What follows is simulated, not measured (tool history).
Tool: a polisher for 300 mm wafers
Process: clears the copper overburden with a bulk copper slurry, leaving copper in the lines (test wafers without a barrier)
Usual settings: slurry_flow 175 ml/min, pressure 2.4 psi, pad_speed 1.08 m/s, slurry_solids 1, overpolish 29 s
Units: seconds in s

run	hour	slurry_flow	pressure	pad_speed	slurry_solids	overpolish	wafers since the last listed run	wafers polished on this pad	hours since the slurry nozzle was cleaned	hours since the head pressure was calibrated	hours since the slurry blender was calibrated	incoming thickness of the incoming film, nm	seconds
1	0	175	2.4	1.08	1	29	0	1222	447.7	60.7	215.8	638	66.4
# hour 18.3: slurry blender recalibrated
2	34.1	175	2.7	1.08	1.15	29	404	1627	481.8	94.8	15.8	653.3	61.4
3	47	175	2.7	1.08	1.15	29	162	1789	494.7	107.7	28.7	645.8	61.2
4	72.4	175	2.4	1.08	1	29	319	2109	520.1	133.1	54.1	643.9	71.9
5	89.2	175	2.4	1.08	1	29	211	2321	536.9	149.9	70.9	639.7	72
# hour 107: worn pad replaced by a new one
6	113.9	175	2.4	1.08	0.9	29	260	86	561.6	174.6	95.6	634.5	67.5
7	149	175	1.6	1.08	0.9	29	442	528	596.7	209.7	130.7	650.1	102.2
8	176	175	2.4	1.08	0.9	21	340	869	623.7	236.7	157.7	638.4	70.3
# hour 224.6: slurry blender recalibrated
9	225.6	120	2.4	1.08	1	29	599	1468	673.3	286.3	1	652.4	73.1
10	246.6	175	2.8	1.08	1.3	20	264	1733	694.3	307.3	22	634.9	56.4
# hour 310.4: slurry nozzle cleaned
11	310.9	175	2.4	1.08	1	29	797	2530	0.5	371.6	86.3	645.9	73.2
12	339.6	175	2.1	1.46	1.1	29	361	2891	29.2	400.3	115	645.3	60.8
# hour 345.2: worn pad replaced by a new one
13	409.1	175	2.4	1.08	0.9	16	825	805	98.7	469.8	184.5	647.2	70.2
14	427.5	175	2.9	1.08	1	29	231	1036	117.1	488.2	202.9	630.6	55.3
15	443.2	175	2.4	1.08	1	43	197	1234	132.8	503.9	218.6	649.8	71.5
# hour 461: slurry blender recalibrated
16	461.5	175	2.4	1.08	1	29	205	1440	151.1	522.2	0.5	640.5	70.3
17	480.7	175	2.9	1.08	1	18	241	1681	170.3	541.4	19.7	638.1	57.7
18	493.4	145	2.4	1.08	1	29	159	1841	183	554.1	32.4	646.5	73.1
19	524.2	175	2.4	0.88	1	29	387	2229	213.8	584.9	63.2	652.8	90.5
20	541.8	175	1.7	1.08	1	39	221	2451	231.4	602.5	80.8	648.9	103.7
# hour 563: worn pad replaced by a new one
21	563.5	175	2.7	1.08	1.15	29	222	5	253.1	624.2	102.5	651.5	59.4
22	573.8	175	2.4	1.08	1	29	129	135	263.4	634.5	112.8	632.7	64.9
23	595.4	175	2.4	1.08	1	29	272	407	285	656.1	134.4	645.2	67.3
24	613.8	210	3.2	1.08	1	29	231	639	303.4	674.5	152.8	638.5	50.6
25	647.7	175	2.4	1.08	1	29	426	1066	337.3	708.4	186.7	639.1	67.8
# hour 662.6: slurry blender recalibrated
26	674	225	2.9	1.44	1.15	29	306	1372	363.6	734.7	11.4	644.6	40
27	702.3	175	2.4	1.08	1	34	356	1728	391.9	763	39.7	655.2	70

5 ways to go on from here, each from the tool as it stands after run 27. What would each give?
A	702.7	175	2.4	1.08	1	44	5	1733	392.3	763.4	40.1	655.4	?
B	702.7	175	2.9	1.2	1	14	5	1733	392.3	763.4	40.1	655.4	?
C	702.7	225	2.4	1.08	1	29	5	1733	392.3	763.4	40.1	655.4	?
D	702.7	160	1.7	1.08	1.15	29	5	1733	392.3	763.4	40.1	655.4	?
E	702.7	190	1.8	0.94	1	19	5	1733	392.3	763.4	40.1	655.4	?

run	seconds
A	71
B	53.3
C	68.6
D	96.5
E	105.8
Without the tool's hidden state the same runs would have given:
run	seconds
A	68.1
B	51.1
C	65.8
D	92.6
E	101.5
